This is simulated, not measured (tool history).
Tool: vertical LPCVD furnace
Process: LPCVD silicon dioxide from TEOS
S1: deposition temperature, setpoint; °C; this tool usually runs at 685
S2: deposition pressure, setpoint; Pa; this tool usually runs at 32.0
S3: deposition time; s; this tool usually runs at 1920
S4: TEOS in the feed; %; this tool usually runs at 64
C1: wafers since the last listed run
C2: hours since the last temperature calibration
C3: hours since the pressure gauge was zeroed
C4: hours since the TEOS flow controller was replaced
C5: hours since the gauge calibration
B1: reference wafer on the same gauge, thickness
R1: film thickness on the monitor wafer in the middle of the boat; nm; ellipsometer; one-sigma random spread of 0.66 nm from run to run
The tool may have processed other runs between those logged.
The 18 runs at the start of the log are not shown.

run,hour,S1,S2,S3,S4,C1,C2,C3,C4,C5,B1,R1
19,1785.7,675,26.0,1920,52,2411,126.4,736.4,905.5,609.8,148.96,91.22
20,1889.1,681,24.7,2670,75,2575,229.8,839.8,1008.9,713.2,149.38,171.03
21,1963.2,685,32.0,1920,64,1845,303.9,913.9,1083.0,787.3,149.22,142.11
22,2029.3,685,28.0,1920,64,1646,370.0,980.0,1149.1,853.4,149.27,133.45
23,2128.9,685,26.0,1920,70,2481,469.6,1079.6,1248.7,953.0,149.04,133.98
24,2236.1,685,32.0,1920,64,2670,576.8,1186.8,1355.9,1060.2,149.14,142.89
25,2321.3,685,32.0,2250,64,2122,662.0,1272.0,1441.1,1145.4,149.00,168.11
26,2392.2,689,32.0,1170,64,1766,732.9,1342.9,1512.0,1216.3,149.01,96.43
27,2489.1,685,32.0,1650,76,2413,829.8,1439.8,1608.9,1313.2,149.10,133.47
28,2541.8,685,32.0,2310,64,1312,882.5,1492.5,1661.6,1365.9,149.10,172.29
29,2596.5,675,28.0,2340,76,1362,937.2,1547.2,1716.3,1420.6,148.92,139.89
30,2850.9,681,32.0,1350,64,6337,1191.6,1801.6,1970.7,1675.0,149.16,91.45

Branching from run 30: 5 alternative next runs. What would each branch give?
A,2854.5,685,40.0,1920,64,89,1195.2,1805.2,1974.3,1678.6,?,?
B,2854.5,675,36.7,1500,64,89,1195.2,1805.2,1974.3,1678.6,?,?
C,2854.5,685,32.0,1920,53,89,1195.2,1805.2,1974.3,1678.6,?,?
D,2854.5,682,34.7,1590,52,89,1195.2,1805.2,1974.3,1678.6,?,?
E,2854.5,685,28.7,1920,70,89,1195.2,1805.2,1974.3,1678.6,?,?

run,B1,R1
A,148.97,161.06
B,148.97,94.44
C,148.97,130.79
D,148.97,103.97
E,148.97,142.07
Stripped of hidden state, with their random variation kept, the same runs would have yielded:
run,R1
A,162.54
B,95.39
C,132.30
D,105.08
E,143.90
